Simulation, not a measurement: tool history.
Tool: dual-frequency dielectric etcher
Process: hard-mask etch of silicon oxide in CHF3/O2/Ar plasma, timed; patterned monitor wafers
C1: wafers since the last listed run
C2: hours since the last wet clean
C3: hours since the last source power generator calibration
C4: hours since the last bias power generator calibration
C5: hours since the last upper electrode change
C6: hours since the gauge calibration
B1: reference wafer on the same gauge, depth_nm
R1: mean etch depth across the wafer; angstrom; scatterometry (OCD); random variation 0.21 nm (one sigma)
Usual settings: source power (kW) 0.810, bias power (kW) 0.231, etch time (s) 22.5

{"run": 1, "hour": 0.0, "source power (kW)": 0.69, "bias power (kW)": 0.231, "etch time (s)": 22.5, "C1": 0, "C2": 342.3, "C3": 1750.5, "C4": 1069.0, "C5": 606.9, "C6": 731.8, "B1": 57.1, "R1": 531}
{"run": 2, "hour": 97.2, "source power (kW)": 0.65, "bias power (kW)": 0.231, "etch time (s)": 24.0, "C1": 1435, "C2": 439.5, "C3": 1847.7, "C4": 1166.2, "C5": 704.1, "C6": 829.0, "B1": 57.1, "R1": 550}
{"hour": 131.8, "done": "wet clean of the chamber"}
{"run": 3, "hour": 146.9, "source power (kW)": 0.65, "bias power (kW)": 0.231, "etch time (s)": 24.0, "C1": 379, "C2": 15.1, "C3": 1897.4, "C4": 1215.9, "C5": 753.8, "C6": 878.7, "B1": 57.0, "R1": 553}
{"run": 4, "hour": 216.1, "source power (kW)": 0.65, "bias power (kW)": 0.231, "etch time (s)": 24.0, "C1": 1021, "C2": 84.3, "C3": 1966.6, "C4": 1285.1, "C5": 823.0, "C6": 947.9, "B1": 57.1, "R1": 549}
{"run": 5, "hour": 314.5, "source power (kW)": 0.81, "bias power (kW)": 0.231, "etch time (s)": 22.5, "C1": 1453, "C2": 182.7, "C3": 2065.0, "C4": 1383.5, "C5": 921.4, "C6": 1046.3, "B1": 57.1, "R1": 578}
{"run": 6, "hour": 385.6, "source power (kW)": 0.81, "bias power (kW)": 0.231, "etch time (s)": 22.5, "C1": 1050, "C2": 253.8, "C3": 2136.1, "C4": 1454.6, "C5": 992.5, "C6": 1117.4, "B1": 57.1, "R1": 580}
{"run": 7, "hour": 432.0, "source power (kW)": 0.81, "bias power (kW)": 0.231, "etch time (s)": 22.5, "C1": 685, "C2": 300.2, "C3": 2182.5, "C4": 1501.0, "C5": 1038.9, "C6": 1163.8, "B1": 57.1, "R1": 577}
{"run": 8, "hour": 491.5, "source power (kW)": 0.81, "bias power (kW)": 0.231, "etch time (s)": 22.5, "C1": 878, "C2": 359.7, "C3": 2242.0, "C4": 1560.5, "C5": 1098.4, "C6": 1223.3, "B1": 57.1, "R1": 576}
{"hour": 667.1, "done": "wet clean of the chamber"}
{"run": 9, "hour": 760.9, "source power (kW)": 0.81, "bias power (kW)": 0.231, "etch time (s)": 22.5, "C1": 3624, "C2": 93.8, "C3": 2511.4, "C4": 1829.9, "C5": 1367.8, "C6": 1492.7, "B1": 57.1, "R1": 579}
{"run": 10, "hour": 834.1, "source power (kW)": 0.81, "bias power (kW)": 0.231, "etch time (s)": 22.5, "C1": 1081, "C2": 167.0, "C3": 2584.6, "C4": 1903.1, "C5": 1441.0, "C6": 1565.9, "B1": 57.0, "R1": 580}
{"hour": 870.3, "done": "gauge calibrated"}
{"run": 11, "hour": 916.2, "source power (kW)": 0.81, "bias power (kW)": 0.248, "etch time (s)": 22.5, "C1": 1212, "C2": 249.1, "C3": 2666.7, "C4": 1985.2, "C5": 1523.1, "C6": 45.9, "B1": 57.0, "R1": 592}
{"run": 12, "hour": 985.6, "source power (kW)": 0.89, "bias power (kW)": 0.231, "etch time (s)": 22.5, "C1": 1024, "C2": 318.5, "C3": 2736.1, "C4": 2054.6, "C5": 1592.5, "C6": 115.3, "B1": 57.1, "R1": 605}
{"hour": 990.9, "done": "bias power generator calibrated"}
{"run": 13, "hour": 1147.1, "source power (kW)": 0.89, "bias power (kW)": 0.231, "etch time (s)": 22.5, "C1": 2326, "C2": 480.0, "C3": 2897.6, "C4": 156.2, "C5": 1754.0, "C6": 276.8, "B1": 57.1, "R1": 609}
{"hour": 1224.4, "done": "wet clean of the chamber"}
{"run": 14, "hour": 1224.9, "source power (kW)": 0.85, "bias power (kW)": 0.231, "etch time (s)": 22.5, "C1": 794, "C2": 0.5, "C3": 2975.4, "C4": 234.0, "C5": 1831.8, "C6": 354.6, "B1": 57.1, "R1": 592}
{"run": 15, "hour": 1279.8, "source power (kW)": 0.81, "bias power (kW)": 0.231, "etch time (s)": 22.5, "C1": 810, "C2": 55.4, "C3": 3030.3, "C4": 288.9, "C5": 1886.7, "C6": 409.5, "B1": 57.1, "R1": 581}
{"run": 16, "hour": 1346.2, "source power (kW)": 1.0, "bias power (kW)": 0.177, "etch time (s)": 22.5, "C1": 980, "C2": 121.8, "C3": 3096.7, "C4": 355.3, "C5": 1953.1, "C6": 475.9, "B1": 57.2, "R1": 591}
{"run": 17, "hour": 1441.8, "source power (kW)": 1.0, "bias power (kW)": 0.231, "etch time (s)": 27.0, "C1": 1411, "C2": 217.4, "C3": 3192.3, "C4": 450.9, "C5": 2048.7, "C6": 571.5, "B1": 57.2, "R1": 773}
{"hour": 1474.4, "done": "source power generator calibrated"}
{"run": 18, "hour": 1484.7, "source power (kW)": 0.81, "bias power (kW)": 0.231, "etch time (s)": 22.5, "C1": 574, "C2": 260.3, "C3": 10.3, "C4": 493.8, "C5": 2091.6, "C6": 614.4, "B1": 57.0, "R1": 567}
{"run": 19, "hour": 1547.3, "source power (kW)": 0.81, "bias power (kW)": 0.176, "etch time (s)": 22.5, "C1": 924, "C2": 322.9, "C3": 72.9, "C4": 556.4, "C5": 2154.2, "C6": 677.0, "B1": 57.2, "R1": 525}
{"hour": 1578.2, "done": "upper electrode replaced, of another model than before"}
{"run": 20, "hour": 1616.1, "source power (kW)": 0.75, "bias power (kW)": 0.193, "etch time (s)": 27.5, "C1": 661, "C2": 391.7, "C3": 141.7, "C4": 625.2, "C5": 37.9, "C6": 745.8, "B1": 57.1, "R1": 630}
{"hour": 1688.7, "done": "wet clean of the chamber"}
{"run": 21, "hour": 1715.2, "source power (kW)": 0.96, "bias power (kW)": 0.211, "etch time (s)": 22.5, "C1": 1109, "C2": 26.5, "C3": 240.8, "C4": 724.3, "C5": 137.0, "C6": 844.9, "B1": 57.1, "R1": 571}
{"run": 22, "hour": 1780.4, "source power (kW)": 0.64, "bias power (kW)": 0.231, "etch time (s)": 22.5, "C1": 962, "C2": 91.7, "C3": 306.0, "C4": 789.5, "C5": 202.2, "C6": 910.1, "B1": 57.1, "R1": 535}

Forecast run 23:
{"run": 23, "hour": 1864.6, "source power (kW)": 0.81, "bias power (kW)": 0.231, "etch time (s)": 27.0, "C1": 1243, "C2": 175.9, "C3": 390.2, "C4": 873.7, "C5": 286.4, "C6": 994.3, "B1": "?", "R1": "?"}

{"run 23": {"B1": 57.1, "R1": 684}}
Without the tool's hidden state the same run would have given R1 684 angstrom.

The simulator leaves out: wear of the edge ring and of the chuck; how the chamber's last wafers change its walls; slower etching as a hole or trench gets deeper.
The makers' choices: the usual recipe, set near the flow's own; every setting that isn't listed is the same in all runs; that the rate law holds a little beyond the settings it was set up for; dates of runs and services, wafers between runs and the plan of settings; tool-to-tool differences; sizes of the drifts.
